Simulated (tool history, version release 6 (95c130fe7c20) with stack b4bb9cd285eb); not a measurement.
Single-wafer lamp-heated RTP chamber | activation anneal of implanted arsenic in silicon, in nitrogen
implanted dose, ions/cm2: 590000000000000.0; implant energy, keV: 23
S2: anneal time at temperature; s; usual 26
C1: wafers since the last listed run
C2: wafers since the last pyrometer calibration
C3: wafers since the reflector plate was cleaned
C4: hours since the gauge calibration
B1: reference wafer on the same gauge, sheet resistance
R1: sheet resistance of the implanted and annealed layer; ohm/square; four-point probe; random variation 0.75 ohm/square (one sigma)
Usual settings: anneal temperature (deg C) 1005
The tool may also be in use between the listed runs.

{"run": 1, "hour": 0.0, "anneal temperature (deg C)": 1005, "S2": 26, "C1": 0, "C2": 8078, "C3": 375, "C4": 1276.1, "B1": 183.97, "R1": 167.18}
{"run": 2, "hour": 31.1, "anneal temperature (deg C)": 1005, "S2": 26, "C1": 605, "C2": 8684, "C3": 981, "C4": 1307.2, "B1": 184.14, "R1": 167.59}
{"run": 3, "hour": 99.0, "anneal temperature (deg C)": 985, "S2": 26, "C1": 1322, "C2": 10006, "C3": 2303, "C4": 1375.1, "B1": 183.97, "R1": 169.84}
{"hour": 164.3, "done": "pyrometer window cleaned and pyrometer calibrated"}
{"run": 4, "hour": 250.0, "anneal temperature (deg C)": 1005, "S2": 26, "C1": 2784, "C2": 1668, "C3": 5088, "C4": 1526.1, "B1": 184.11, "R1": 168.25}
{"run": 5, "hour": 321.8, "anneal temperature (deg C)": 1005, "S2": 26, "C1": 1398, "C2": 3066, "C3": 6486, "C4": 1597.9, "B1": 183.67, "R1": 169.09}
{"run": 6, "hour": 376.2, "anneal temperature (deg C)": 983, "S2": 33, "C1": 1059, "C2": 4126, "C3": 7546, "C4": 1652.3, "B1": 184.06, "R1": 170.13}
{"run": 7, "hour": 439.0, "anneal temperature (deg C)": 983, "S2": 33, "C1": 1223, "C2": 5349, "C3": 8769, "C4": 1715.1, "B1": 184.17, "R1": 169.16}
{"hour": 491.6, "done": "reflector plate cleaned"}
{"run": 8, "hour": 612.9, "anneal temperature (deg C)": 988, "S2": 26, "C1": 3230, "C2": 8580, "C3": 2361, "C4": 1889.0, "B1": 184.29, "R1": 169.53}
{"run": 9, "hour": 640.0, "anneal temperature (deg C)": 988, "S2": 26, "C1": 527, "C2": 9107, "C3": 2889, "C4": 1916.1, "B1": 184.06, "R1": 169.12}
{"run": 10, "hour": 690.2, "anneal temperature (deg C)": 988, "S2": 26, "C1": 977, "C2": 10085, "C3": 3866, "C4": 1966.3, "B1": 183.98, "R1": 171.42}
{"run": 11, "hour": 741.2, "anneal temperature (deg C)": 996, "S2": 26, "C1": 993, "C2": 11078, "C3": 4860, "C4": 2017.3, "B1": 184.11, "R1": 168.82}
{"hour": 779.5, "done": "pyrometer window cleaned and pyrometer calibrated"}
{"run": 12, "hour": 803.9, "anneal temperature (deg C)": 996, "S2": 26, "C1": 1065, "C2": 476, "C3": 5925, "C4": 2080.0, "B1": 184.05, "R1": 168.28}
{"run": 13, "hour": 866.1, "anneal temperature (deg C)": 986, "S2": 19, "C1": 1211, "C2": 1687, "C3": 7136, "C4": 2142.2, "B1": 183.94, "R1": 171.58}
{"run": 14, "hour": 926.4, "anneal temperature (deg C)": 986, "S2": 19, "C1": 1174, "C2": 2861, "C3": 8310, "C4": 2202.5, "B1": 183.75, "R1": 172.03}
{"run": 15, "hour": 1041.3, "anneal temperature (deg C)": 1014, "S2": 26, "C1": 2237, "C2": 5099, "C3": 10548, "C4": 2317.4, "B1": 184.11, "R1": 166.44}
{"run": 16, "hour": 1067.4, "anneal temperature (deg C)": 993, "S2": 38, "C1": 508, "C2": 5607, "C3": 11056, "C4": 2343.5, "B1": 183.77, "R1": 167.44}
{"hour": 1088.4, "done": "reflector plate cleaned"}
{"run": 17, "hour": 1135.3, "anneal temperature (deg C)": 990, "S2": 26, "C1": 1166, "C2": 6774, "C3": 914, "C4": 2411.4, "B1": 184.02, "R1": 168.97}
{"run": 18, "hour": 1165.9, "anneal temperature (deg C)": 1014, "S2": 12, "C1": 595, "C2": 7370, "C3": 1510, "C4": 2442.0, "B1": 183.88, "R1": 170.72}
{"run": 19, "hour": 1224.4, "anneal temperature (deg C)": 1021, "S2": 31, "C1": 1139, "C2": 8509, "C3": 2649, "C4": 2500.5, "B1": 184.08, "R1": 163.57}
{"hour": 1255.5, "done": "pyrometer window cleaned and pyrometer calibrated"}
{"run": 20, "hour": 1285.9, "anneal temperature (deg C)": 1005, "S2": 26, "C1": 1041, "C2": 591, "C3": 3691, "C4": 2562.0, "B1": 183.99, "R1": 168.24}
{"run": 21, "hour": 1342.8, "anneal temperature (deg C)": 992, "S2": 33, "C1": 1108, "C2": 1699, "C3": 4799, "C4": 2618.9, "B1": 183.88, "R1": 168.36}
{"run": 22, "hour": 1380.0, "anneal temperature (deg C)": 1016, "S2": 31, "C1": 724, "C2": 2423, "C3": 5523, "C4": 2656.1, "B1": 183.99, "R1": 165.15}
{"hour": 1410.6, "done": "gauge calibrated"}
{"run": 23, "hour": 1582.8, "anneal temperature (deg C)": 1005, "S2": 26, "C1": 3949, "C2": 6373, "C3": 9473, "C4": 172.2, "B1": 184.21, "R1": 167.62}
{"run": 24, "hour": 1608.0, "anneal temperature (deg C)": 978, "S2": 35, "C1": 490, "C2": 6864, "C3": 9964, "C4": 197.4, "B1": 184.25, "R1": 168.88}
{"run": 25, "hour": 1670.0, "anneal temperature (deg C)": 1005, "S2": 14, "C1": 1207, "C2": 8071, "C3": 11171, "C4": 259.4, "B1": 184.12, "R1": 170.27}
{"hour": 1696.5, "done": "reflector plate cleaned"}
{"run": 26, "hour": 1711.3, "anneal temperature (deg C)": 1005, "S2": 26, "C1": 648, "C2": 8720, "C3": 287, "C4": 300.7, "B1": 183.88, "R1": 166.2}
{"hour": 1731.4, "done": "pyrometer window cleaned and pyrometer calibrated"}
{"run": 27, "hour": 1780.4, "anneal temperature (deg C)": 1005, "S2": 26, "C1": 1189, "C2": 953, "C3": 1477, "C4": 369.8, "B1": 183.85, "R1": 167.53}
{"run": 28, "hour": 1831.7, "anneal temperature (deg C)": 984, "S2": 12, "C1": 999, "C2": 1952, "C3": 2476, "C4": 421.1, "B1": 183.92, "R1": 172.26}
{"run": 29, "hour": 1891.8, "anneal temperature (deg C)": 1033, "S2": 42, "C1": 1170, "C2": 3123, "C3": 3646, "C4": 481.2, "B1": 184.19, "R1": 161.35}
{"run": 30, "hour": 1934.0, "anneal temperature (deg C)": 1023, "S2": 19, "C1": 821, "C2": 3945, "C3": 4468, "C4": 523.4, "B1": 184.16, "R1": 167.89}
{"run": 31, "hour": 1986.3, "anneal temperature (deg C)": 1025, "S2": 26, "C1": 1018, "C2": 4963, "C3": 5487, "C4": 575.7, "B1": 183.97, "R1": 165.03}
{"run": 32, "hour": 2042.0, "anneal temperature (deg C)": 1027, "S2": 41, "C1": 1084, "C2": 6048, "C3": 6571, "C4": 631.4, "B1": 184.03, "R1": 162.06}
{"run": 33, "hour": 2087.2, "anneal temperature (deg C)": 1022, "S2": 39, "C1": 880, "C2": 6928, "C3": 7452, "C4": 676.6, "B1": 184.18, "R1": 162.6}
{"run": 34, "hour": 2151.6, "anneal temperature (deg C)": 1021, "S2": 11, "C1": 1254, "C2": 8182, "C3": 8706, "C4": 741.0, "B1": 184.21, "R1": 170.14}
{"hour": 2198.2, "done": "pyrometer window cleaned and pyrometer calibrated"}
{"hour": 2291.0, "done": "reflector plate cleaned"}
{"run": 35, "hour": 2292.8, "anneal temperature (deg C)": 987, "S2": 11, "C1": 2438, "C2": 1686, "C3": 34, "C4": 882.2, "B1": 184.01, "R1": 173.58}
{"run": 36, "hour": 2346.0, "anneal temperature (deg C)": 1005, "S2": 26, "C1": 1036, "C2": 2722, "C3": 1070, "C4": 935.4, "B1": 184.06, "R1": 167.45}

4 ways to go on from here, each from the tool as it stands after run 36. What would each give?
{"run": "A", "hour": 2346.4, "anneal temperature (deg C)": 1005, "S2": 26, "C1": 7, "C2": 2730, "C3": 1078, "C4": 935.8, "B1": "?", "R1": "?"}
{"run": "B", "hour": 2346.4, "anneal temperature (deg C)": 988, "S2": 35, "C1": 7, "C2": 2730, "C3": 1078, "C4": 935.8, "B1": "?", "R1": "?"}
{"run": "C", "hour": 2346.4, "anneal temperature (deg C)": 1005, "S2": 33, "C1": 7, "C2": 2730, "C3": 1078, "C4": 935.8, "B1": "?", "R1": "?"}
{"run": "D", "hour": 2346.4, "anneal temperature (deg C)": 978, "S2": 12, "C1": 7, "C2": 2730, "C3": 1078, "C4": 935.8, "B1": "?", "R1": "?"}

run=A B1=183.81 R1=168.79
run=B B1=183.81 R1=169.41
run=C B1=183.81 R1=167.42
run=D B1=183.81 R1=175.69
Without the tool's hidden state the same runs would have given:
run=A R1=168.79
run=B R1=169.41
run=C R1=167.42
run=D R1=175.69
